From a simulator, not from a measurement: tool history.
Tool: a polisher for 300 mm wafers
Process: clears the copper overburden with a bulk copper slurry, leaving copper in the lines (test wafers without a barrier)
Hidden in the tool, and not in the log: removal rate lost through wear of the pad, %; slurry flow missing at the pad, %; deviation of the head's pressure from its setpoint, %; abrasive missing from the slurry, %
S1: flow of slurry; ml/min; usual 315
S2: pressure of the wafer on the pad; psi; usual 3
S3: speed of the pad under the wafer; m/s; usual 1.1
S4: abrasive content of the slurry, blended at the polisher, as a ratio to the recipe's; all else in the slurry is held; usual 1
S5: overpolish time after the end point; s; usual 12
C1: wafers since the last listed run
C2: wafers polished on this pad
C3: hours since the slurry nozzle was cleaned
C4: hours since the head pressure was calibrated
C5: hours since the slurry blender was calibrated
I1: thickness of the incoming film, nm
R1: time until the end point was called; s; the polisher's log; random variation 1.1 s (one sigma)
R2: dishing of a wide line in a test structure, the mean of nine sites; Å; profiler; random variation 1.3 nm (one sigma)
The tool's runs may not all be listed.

run    hour   S1   S2    S3    S4  S5    C1    C2     C3     C4     C5      I1     R1   R2
  1       0  315    3   1.1     1  12     0  1670  468.4  870.3    197  1256.2  103.9  672
       46.4  -- slurry nozzle cleaned
  2    49.5  315    3   1.1     1  12   453  2123    3.1  919.8  246.5  1280.7  106.4  679
       52.3  -- head pressure recalibrated
  3   104.5  315    3   1.1     1  12   495  2619   58.1   52.2  301.5  1273.4  104.9  675
  4   160.3  315    3   1.1     1  12   521  3140  113.9    108  357.3  1281.5  110.2  679
  5   207.1  315    3   1.1     1  12   437  3578  160.7  154.8  404.1  1272.6    113  642
        225  -- slurry blender recalibrated
  6   245.1  315    3   1.1     1  12   336  3915  198.7  192.8   20.1  1290.7  114.3  631
        259  -- worn pad replaced by a new one
  7   305.2  315    3   1.1  0.75  12   524   432  258.8  252.9   80.2  1268.8  112.9  649
  8   515.1  315    3   1.1  0.75  12  1962  2394  468.7  462.8  290.1  1270.1  119.4  623
  9   571.3  315    3   1.1     1  12   525  2920  524.9    519  346.3    1269  108.4  674
      602.4  -- slurry nozzle cleaned
        616  -- slurry blender recalibrated
      678.8  -- worn pad replaced by a new one, of another model than before
 10   772.6  315    3   1.1     1  12  1816   876  170.2  720.3  156.6  1269.4  100.7  681
 11   836.9  315    3   1.1     1  12   601  1477  234.5  784.6  220.9  1277.6  105.7  673
 12     875  350  2.3   1.1   0.8  12   356  1834  272.6  822.7    259  1269.7  134.7  550
 13   911.5  315    3   1.1   0.9  12   341  2175  309.1  859.2  295.5  1251.1  106.5  656
 14   946.2  365    3   1.1   1.1  10   324  2499  343.8  893.9  330.2  1274.2  102.2  608
 15   982.4  350  2.3   1.1   0.8  12   338  2838    380  930.1  366.4  1274.7  137.8  568
     1016.4  -- head pressure recalibrated
 16    1032  215    3   1.1     1  12   445  3283  429.6   15.6    416  1287.6  115.3  645
 17  1076.1  315    3  0.74     1  12   412  3695  473.7   59.7  460.1  1286.2  137.1  585
     1099.1  -- slurry blender recalibrated
 18  1119.8  315  3.6   1.1     1  12   389  4085  517.4  103.4   20.7  1250.9   99.8  699
     1131.9  -- worn pad replaced by a new one
 19  1145.2  395    3   1.1     1  12   200   124  542.8  128.8   46.1  1265.1    100  675
 20  1191.9  425    3   1.4  1.25  12   436   561  589.5  175.5   92.8  1258.1   80.6  740
       1213  -- slurry nozzle cleaned
 21  1229.1  315    3   1.1     1  12   338   899   16.1  212.7    130  1267.2  103.6  662
 22  1266.1  210    3   1.1     1  12   345  1245   53.1  249.7    167  1265.9  105.9  681
 23  1414.6  315    3   1.1     1  12  1388  2634  201.6  398.2  315.5  1289.4  109.5  672
 24  1474.1  315  2.2   1.1   0.8  12   556  3190  261.1  457.7    375  1294.2  147.5  533
     1516.6  -- slurry blender recalibrated
 25  1517.1  315    3   1.1     1   5   383  3573  304.1  500.7    0.5  1274.8  113.1  336
     1532.1  -- worn pad replaced by a new one
 26    1561  315    3   1.1     1  12   373   270    348  544.6   44.4  1255.2  102.7  681
 27  1606.6  315    3  0.72   0.9   7   426   696  393.6  590.2     90  1276.8  129.7  412

5 ways to go on from here, each from the tool as it stands after run 27. What would each give?
  A  1607.1  315    3   1.1    1  12   4  701  394.1  590.7  90.5  1282.3   ?   ?
  B  1607.1  425    3  1.42  0.9  12   4  701  394.1  590.7  90.5  1282.3   ?   ?
  C  1607.1  405    3   1.1  1.2  17   4  701  394.1  590.7  90.5  1282.3   ?   ?
  D  1607.1  220  2.5   1.1  0.8   6   4  701  394.1  590.7  90.5  1282.3   ?   ?
  E  1607.1  315  2.2  1.32    1  12   4  701  394.1  590.7  90.5  1282.3   ?   ?

run     R1   R2
  A  104.1  662
  B   92.2  704
  C   97.2  800
  D  128.9  357
  E  115.8  612
Without the tool's hidden state the same runs would have given:
run     R1   R2
  A  103.6  663
  B   91.8  706
  C   96.8  801
  D  128.4  358
  E  115.3  614
